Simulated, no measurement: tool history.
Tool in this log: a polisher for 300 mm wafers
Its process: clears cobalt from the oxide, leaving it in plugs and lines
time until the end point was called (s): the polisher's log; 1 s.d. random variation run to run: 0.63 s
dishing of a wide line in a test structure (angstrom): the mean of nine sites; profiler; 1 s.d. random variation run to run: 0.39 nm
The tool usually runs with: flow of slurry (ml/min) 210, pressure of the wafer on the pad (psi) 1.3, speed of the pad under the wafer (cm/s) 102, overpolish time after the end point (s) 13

run   hour  flow of slurry (ml/min)  pressure of the wafer on the pad (psi)  speed of the pad under the wafer (cm/s)  overpolish time after the end point (s)  incoming thickness of the incoming film, nm  time until the end point was called (s)  dishing of a wide line in a test structure (angstrom)
  1    0.0                      210                                     1.3                                      102                                       13                                        198.3                                     51.9                                                    279
  2   76.2                      210                                     1.3                                      102                                       13                                        202.5                                     53.4                                                    275
     137.3  -- worn pad replaced by a new one
  3  188.3                      210                                     1.3                                       94                                       13                                        197.5                                     55.0                                                    266
  4  231.5                      210                                     1.3                                       94                                       13                                        198.5                                     56.9                                                    265
     260.2  -- slurry nozzle cleaned
  5  284.0                      210                                     1.3                                       94                                       13                                        202.5                                     59.0                                                    267
     310.4  -- worn pad replaced by a new one
  6  390.4                      210                                     1.3                                       74                                       13                                        199.5                                     72.4                                                    234
  7  475.0                      210                                     1.3                                      102                                       13                                        200.6                                     53.0                                                    275
     496.1  -- worn pad replaced by a new one
  8  529.5                      255                                     1.3                                      102                                       13                                        198.4                                     51.0                                                    271
  9  618.4                      210                                     1.1                                      102                                       17                                        199.6                                     58.9                                                    288
 10  656.5                      210                                     1.3                                      102                                       13                                        197.1                                     51.9                                                    265
     661.5  -- head pressure recalibrated
     702.1  -- worn pad replaced by a new one
     717.6  -- slurry nozzle cleaned
 11  719.8                      210                                     1.6                                      122                                       13                                        198.0                                     35.9                                                    309
 12  784.2                      180                                     1.6                                      102                                       13                                        203.8                                     45.8                                                    291
 13  892.1                      210                                     1.6                                      124                                       20                                        200.4                                     35.8                                                    340
     917.5  -- worn pad replaced by a new one
 14  955.1                      210                                     1.3                                      102                                       13                                        203.6                                     53.3                                                    268

5 ways to go on from here, each from the tool as it stands after run 14. What would each give?
  A  955.5                      210                                     1.3                                      102                                       13                                        199.1                                        ?                                                      ?
  B  955.5                      235                                     1.3                                      102                                       13                                        199.1                                        ?                                                      ?
  C  955.5                      210                                     1.3                                      102                                        5                                        199.1                                        ?                                                      ?
  D  955.5                      210                                     0.9                                      102                                       20                                        199.1                                        ?                                                      ?
  E  955.5                      210                                     1.3                                      122                                       13                                        199.1                                        ?                                                      ?

run  time until the end point was called (s)  dishing of a wide line in a test structure (angstrom)
  A                                     52.7                                                    271
  B                                     51.9                                                    272
  C                                     52.7                                                    152
  D                                     71.7                                                    286
  E                                     44.1                                                    290
Had the tool no hidden state, the same runs would have come out as:
run  time until the end point was called (s)  dishing of a wide line in a test structure (angstrom)
  A                                     52.7                                                    271
  B                                     51.9                                                    272
  C                                     52.7                                                    152
  D                                     71.7                                                    286
  E                                     44.1                                                    290
